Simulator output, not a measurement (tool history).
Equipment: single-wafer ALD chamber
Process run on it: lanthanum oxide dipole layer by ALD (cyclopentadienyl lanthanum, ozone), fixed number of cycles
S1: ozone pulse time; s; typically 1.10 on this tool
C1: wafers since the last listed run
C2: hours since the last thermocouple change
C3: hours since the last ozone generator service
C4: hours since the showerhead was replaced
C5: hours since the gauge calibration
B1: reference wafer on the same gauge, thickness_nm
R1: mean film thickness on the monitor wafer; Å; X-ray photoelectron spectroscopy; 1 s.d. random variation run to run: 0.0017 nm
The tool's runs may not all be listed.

Run 1, day 0.000: usual settings but S1 0.79 s; C1 0; C2 1273.1; C3 1557.4; C4 4507.4; C5 688.7; B1 0.607. Result: R1 4.65 Å.
Run 2, day 1.067: usual settings but S1 0.79 s; C1 372; C2 1298.7; C3 1583.0; C4 4533.0; C5 714.3; B1 0.607. Result: R1 4.64 Å.
Run 3, day 2.500: usual settings; C1 499; C2 1333.1; C3 1617.4; C4 4567.4; C5 748.7; B1 0.607. Result: R1 5.08 Å.
Run 4, day 3.542: usual settings; C1 363; C2 1358.1; C3 1642.4; C4 4592.4; C5 773.7; B1 0.607. Result: R1 5.09 Å.
Run 5, day 4.712: usual settings; C1 408; C2 1386.2; C3 1670.5; C4 4620.5; C5 801.8; B1 0.607. Result: R1 5.10 Å.
Run 6, day 6.146: usual settings; C1 499; C2 1420.6; C3 1704.9; C4 4654.9; C5 836.2; B1 0.608. Result: R1 5.08 Å.
Run 7, day 6.883: usual settings; C1 257; C2 1438.3; C3 1722.6; C4 4672.6; C5 853.9; B1 0.607. Result: R1 5.09 Å.
Run 8, day 8.129: usual settings; C1 434; C2 1468.2; C3 1752.5; C4 4702.5; C5 883.8; B1 0.607. Result: R1 5.07 Å.
Run 9, day 9.350: usual settings; C1 425; C2 1497.5; C3 1781.8; C4 4731.8; C5 913.1; B1 0.606. Result: R1 5.08 Å.
Run 10, day 10.212: usual settings but S1 0.80 s; C1 300; C2 1518.2; C3 1802.5; C4 4752.5; C5 933.8; B1 0.607. Result: R1 4.65 Å.
Run 11, day 10.862: usual settings but S1 0.80 s; C1 226; C2 1533.8; C3 1818.1; C4 4768.1; C5 949.4; B1 0.607. Result: R1 4.67 Å.
At day 11.988: gauge calibrated.
At day 12.042: ozone generator serviced.
Run 12, day 12.096: usual settings; C1 313; C2 1563.4; C3 1.3; C4 4797.7; C5 2.6; B1 0.607. Result: R1 5.06 Å.
Run 13, day 12.758: usual settings but S1 0.78 s; C1 231; C2 1579.3; C3 17.2; C4 4813.6; C5 18.5; B1 0.607. Result: R1 4.63 Å.
Run 14, day 13.708: usual settings but S1 1.40 s; C1 331; C2 1602.1; C3 40.0; C4 4836.4; C5 41.3; B1 0.607. Result: R1 5.32 Å.
At day 15.429: showerhead replaced.
Run 15, day 15.450: usual settings but S1 1.24 s; C1 491; C2 1643.9; C3 81.8; C4 0.5; C5 83.1; B1 0.608. Result: R1 5.19 Å.
Run 16, day 16.162: usual settings but S1 0.88 s; C1 248; C2 1661.0; C3 98.9; C4 17.6; C5 100.2; B1 0.606. Result: R1 4.79 Å.
Run 17, day 20.167: usual settings; C1 1396; C2 1757.1; C3 195.0; C4 113.7; C5 196.3; B1 0.608. Result: R1 5.11 Å.
Run 18, day 21.167: usual settings but S1 0.70 s; C1 348; C2 1781.1; C3 219.0; C4 137.7; C5 220.3; B1 0.607. Result: R1 4.49 Å.
At day 22.271: thermocouple changed; heater temperature recalibrated.
Run 19, day 22.292: usual settings; C1 276; C2 0.5; C3 246.0; C4 164.7; C5 247.3; B1 0.606. Result: R1 5.07 Å.
Run 20, day 22.846: usual settings but S1 1.27 s; C1 193; C2 13.8; C3 259.3; C4 178.0; C5 260.6; B1 0.607. Result: R1 5.24 Å.
Run 21, day 23.442: usual settings but S1 1.36 s; C1 207; C2 28.1; C3 273.6; C4 192.3; C5 274.9; B1 0.607. Result: R1 5.34 Å.
Run 22, day 24.908: usual settings but S1 0.71 s; C1 511; C2 63.3; C3 308.8; C4 227.5; C5 310.1; B1 0.607. Result: R1 4.45 Å.
Run 23, day 25.558: usual settings but S1 0.75 s; C1 226; C2 78.9; C3 324.4; C4 243.1; C5 325.7; B1 0.606. Result: R1 4.57 Å.
Run 24, day 26.638: usual settings but S1 1.22 s; C1 376; C2 104.8; C3 350.3; C4 269.0; C5 351.6; B1 0.606. Result: R1 5.19 Å.
Run 25, day 28.100: usual settings; C1 510; C2 139.9; C3 385.4; C4 304.1; C5 386.7; B1 0.607. Result: R1 5.06 Å.
Run 26, day 29.083: usual settings but S1 0.68 s; C1 342; C2 163.5; C3 409.0; C4 327.7; C5 410.3; B1 0.607. Result: R1 4.41 Å.
Run 27, day 30.321: usual settings; C1 431; C2 193.2; C3 438.7; C4 357.4; C5 440.0; B1 0.607. Result: R1 5.07 Å.
Run 28, day 31.317: usual settings; C1 347; C2 217.1; C3 462.6; C4 381.3; C5 463.9; B1 0.607. Result: R1 5.10 Å.
Run 29, day 32.404: usual settings; C1 379; C2 243.2; C3 488.7; C4 407.4; C5 490.0; B1 0.607. Result: R1 5.06 Å.
Run 30, day 33.283: usual settings but S1 0.77 s; C1 306; C2 264.3; C3 509.8; C4 428.5; C5 511.1; B1 0.607. Result: R1 4.60 Å.
Run 31, day 33.833: usual settings but S1 1.53 s; C1 191; C2 277.5; C3 523.0; C4 441.7; C5 524.3; B1 0.607. Result: R1 5.41 Å.
Run 32, day 34.354: usual settings but S1 0.93 s; C1 181; C2 290.0; C3 535.5; C4 454.2; C5 536.8; B1 0.607. Result: R1 4.89 Å.
Run 33, day 35.488: usual settings but S1 1.36 s; C1 395; C2 317.2; C3 562.7; C4 481.4; C5 564.0; B1 0.607. Result: R1 5.30 Å.
Run 34, day 36.421: usual settings; C1 325; C2 339.6; C3 585.1; C4 503.8; C5 586.4; B1 0.607. Result: R1 5.11 Å.
Run 35, day 37.192: usual settings but S1 0.94 s; C1 268; C2 358.1; C3 603.6; C4 522.3; C5 604.9; B1 0.607. Result: R1 4.90 Å.
Run 36, day 38.383: usual settings but S1 1.50 s; C1 415; C2 386.7; C3 632.2; C4 550.9; C5 633.5; B1 0.607. Result: R1 5.40 Å.

For each entry between runs, how does the tool's hidden state at the last listed run before it compare with that at the first listed run after it?
In the gap between runs 11 and 12: gauge calibrated (day 11.988); ozone generator serviced (day 12.042)
  no hidden state differs between the two runs
In the gap between runs 14 and 15: showerhead replaced (day 15.429)
  no hidden state differs between the two runs
In the gap between runs 18 and 19: thermocouple changed; heater temperature recalibrated (day 22.271)
  no hidden state differs between the two runs
